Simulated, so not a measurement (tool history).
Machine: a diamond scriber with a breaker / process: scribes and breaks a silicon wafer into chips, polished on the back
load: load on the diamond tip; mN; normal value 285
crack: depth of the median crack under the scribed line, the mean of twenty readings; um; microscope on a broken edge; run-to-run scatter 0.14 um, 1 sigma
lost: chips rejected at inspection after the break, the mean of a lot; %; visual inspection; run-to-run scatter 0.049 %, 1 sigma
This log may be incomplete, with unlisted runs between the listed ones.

run,hour,load,wafers since the last listed run,hours since the diamond tip was replaced,hours since the load on the tip was calibrated,"incoming depth of the damage left on the back of the incoming wafer, um",crack,lost
1,0,285,0,296.3,898.1,0.03,13.89,1.58
2,69,285,193,365.3,967.1,0.01,13.65,1.58
3,157.3,285,247,453.6,1055.4,0.05,14.29,1.69
4,253.4,285,269,549.7,1151.5,0.04,13.99,1.58
5,361.3,285,302,657.6,1259.4,0.02,14.04,1.66
# hour 370.9: load on the tip recalibrated
6,430.5,285,188,726.8,59.6,0.03,14.72,1.99
7,480.3,330,139,776.6,109.4,0.05,15.24,2.92
8,528,285,133,824.3,157.1,0.02,14.54,2.04
9,578.6,232,142,874.9,207.7,0.02,13.47,1.56
10,619.3,201,114,915.6,248.4,0.01,12.93,1.8
# hour 629.2: load on the tip recalibrated, repeated, since the last time left the tool worse
# hour 647.7: diamond tip replaced by a new one
11,669.8,285,130,22.1,40.6,0.01,13.4,1.56
12,954.8,204,800,307.1,325.6,0.03,11.74,2.92
13,1048.6,217,263,400.9,419.4,0.02,12.46,2.3
14,1116.5,243,190,468.8,487.3,0.02,12.83,1.85

Hidden state at the last listed run before each entry between runs and at the first one after, where it differs:
Runs 5 to 6: load on the tip recalibrated (hour 370.9)
  deviation of the load on the tip from its setpoint, %: 11.3 -> 19.1
  measured minus no-state result, crack: +0.61 -> +1.04 um; lost: +0.16 -> +0.45 %
Runs 10 to 11: load on the tip recalibrated, repeated, since the last time left the tool worse (hour 629.2); diamond tip replaced by a new one (hour 647.7)
  deviation of the load on the tip from its setpoint, %: 19.5 -> -0.284
  measured minus no-state result, crack: +0.93 -> -0.01 um; lost: -1.15 -> +0 %
